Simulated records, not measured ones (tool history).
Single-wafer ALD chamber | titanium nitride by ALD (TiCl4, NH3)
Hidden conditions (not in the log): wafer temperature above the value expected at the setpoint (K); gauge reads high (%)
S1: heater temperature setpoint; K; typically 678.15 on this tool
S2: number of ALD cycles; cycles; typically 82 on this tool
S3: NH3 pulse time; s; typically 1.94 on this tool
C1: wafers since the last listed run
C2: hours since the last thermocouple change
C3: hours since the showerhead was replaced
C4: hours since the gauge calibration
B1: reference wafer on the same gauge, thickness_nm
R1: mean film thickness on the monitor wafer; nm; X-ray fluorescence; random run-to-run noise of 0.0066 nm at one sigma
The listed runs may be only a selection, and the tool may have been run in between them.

| run | hour | S1 | S2 | S3 | C1 | C2 | C3 | C4 | B1 | R1 |
|---|---|---|---|---|---|---|---|---|---|---|
| 1 | 0.0 | 678.15 | 82 | 1.94 | 0 | 1599.4 | 5071.8 | 231.6 | 1.650 | 1.777 |
| 2 | 27.8 | 678.15 | 82 | 1.94 | 78 | 1627.2 | 5099.6 | 259.4 | 1.651 | 1.768 |
| 3 | 109.9 | 678.15 | 82 | 1.94 | 232 | 1709.3 | 5181.7 | 341.5 | 1.649 | 1.763 |
| 4 | 124.7 | 678.15 | 82 | 2.44 | 41 | 1724.1 | 5196.5 | 356.3 | 1.649 | 1.781 |
| 5 | 157.6 | 678.15 | 82 | 1.94 | 93 | 1757.0 | 5229.4 | 389.2 | 1.650 | 1.778 |
| 6 | 183.3 | 678.15 | 82 | 1.94 | 72 | 1782.7 | 5255.1 | 414.9 | 1.651 | 1.773 |
| 7 | 209.1 | 678.15 | 82 | 1.94 | 73 | 1808.5 | 5280.9 | 440.7 | 1.652 | 1.758 |
| 8 | 244.3 | 678.15 | 82 | 1.43 | 99 | 1843.7 | 5316.1 | 475.9 | 1.649 | 1.758 |
| 9 | 267.5 | 678.15 | 82 | 1.94 | 65 | 1866.9 | 5339.3 | 499.1 | 1.650 | 1.775 |
| 10 | 288.3 | 678.15 | 87 | 1.94 | 58 | 1887.7 | 5360.1 | 519.9 | 1.650 | 1.881 |
| 11 | 305.5 | 678.15 | 87 | 1.94 | 48 | 1904.9 | 5377.3 | 537.1 | 1.649 | 1.876 |
| 12 | 320.1 | 678.15 | 87 | 1.94 | 41 | 1919.5 | 5391.9 | 551.7 | 1.650 | 1.889 |
| 13 | 343.1 | 678.15 | 75 | 1.94 | 65 | 1942.5 | 5414.9 | 574.7 | 1.650 | 1.609 |
| 14 | 377.1 | 678.15 | 82 | 1.94 | 96 | 1976.5 | 5448.9 | 608.7 | 1.650 | 1.766 |
| 15 | 447.3 | 670.15 | 82 | 1.94 | 198 | 2046.7 | 5519.1 | 678.9 | 1.649 | 1.769 |
| 16 | 477.0 | 678.15 | 82 | 1.94 | 84 | 2076.4 | 5548.8 | 708.6 | 1.651 | 1.765 |
| 17 | 508.9 | 684.15 | 97 | 1.48 | 90 | 2108.3 | 5580.7 | 740.5 | 1.650 | 2.078 |
| 18 | 537.8 | 684.15 | 93 | 2.61 | 81 | 2137.2 | 5609.6 | 769.4 | 1.650 | 2.029 |
| 19 | 557.1 | 678.15 | 82 | 1.94 | 54 | 2156.5 | 5628.9 | 788.7 | 1.650 | 1.771 |
| 20 | 656.5 | 678.15 | 82 | 1.94 | 281 | 2255.9 | 5728.3 | 888.1 | 1.652 | 1.780 |
| 21 | 682.4 | 689.15 | 82 | 2.60 | 73 | 2281.8 | 5754.2 | 914.0 | 1.650 | 1.794 |
|  | 691.4 | thermocouple changed; heater temperature recalibrated |
|  | 697.1 | gauge calibrated |
| 22 | 700.7 | 684.15 | 94 | 1.94 | 29 | 9.3 | 5772.5 | 3.6 | 1.651 | 2.040 |
|  | 741.4 | showerhead replaced |
| 23 | 741.9 | 692.15 | 82 | 1.94 | 94 | 50.5 | 0.5 | 44.8 | 1.652 | 1.780 |
| 24 | 760.3 | 678.15 | 89 | 1.55 | 52 | 68.9 | 18.9 | 63.2 | 1.651 | 1.892 |
| 25 | 780.9 | 678.15 | 82 | 1.94 | 58 | 89.5 | 39.5 | 83.8 | 1.650 | 1.765 |
| 26 | 866.4 | 678.15 | 82 | 1.94 | 242 | 175.0 | 125.0 | 169.3 | 1.650 | 1.767 |
| 27 | 892.0 | 678.15 | 69 | 1.73 | 72 | 200.6 | 150.6 | 194.9 | 1.650 | 1.475 |
| 28 | 910.3 | 678.15 | 82 | 1.94 | 51 | 218.9 | 168.9 | 213.2 | 1.649 | 1.782 |
| 29 | 935.1 | 678.15 | 76 | 1.94 | 70 | 243.7 | 193.7 | 238.0 | 1.649 | 1.631 |
| 30 | 962.0 | 667.15 | 67 | 1.23 | 76 | 270.6 | 220.6 | 264.9 | 1.649 | 1.415 |
| 31 | 997.7 | 684.15 | 76 | 2.24 | 101 | 306.3 | 256.3 | 300.6 | 1.651 | 1.649 |

List, for all runs, the conditions of the tool that the log does not record:
wafer temperature above the value expected at the setpoint (K): 0 at every run
gauge reads high (%): 0 at every run
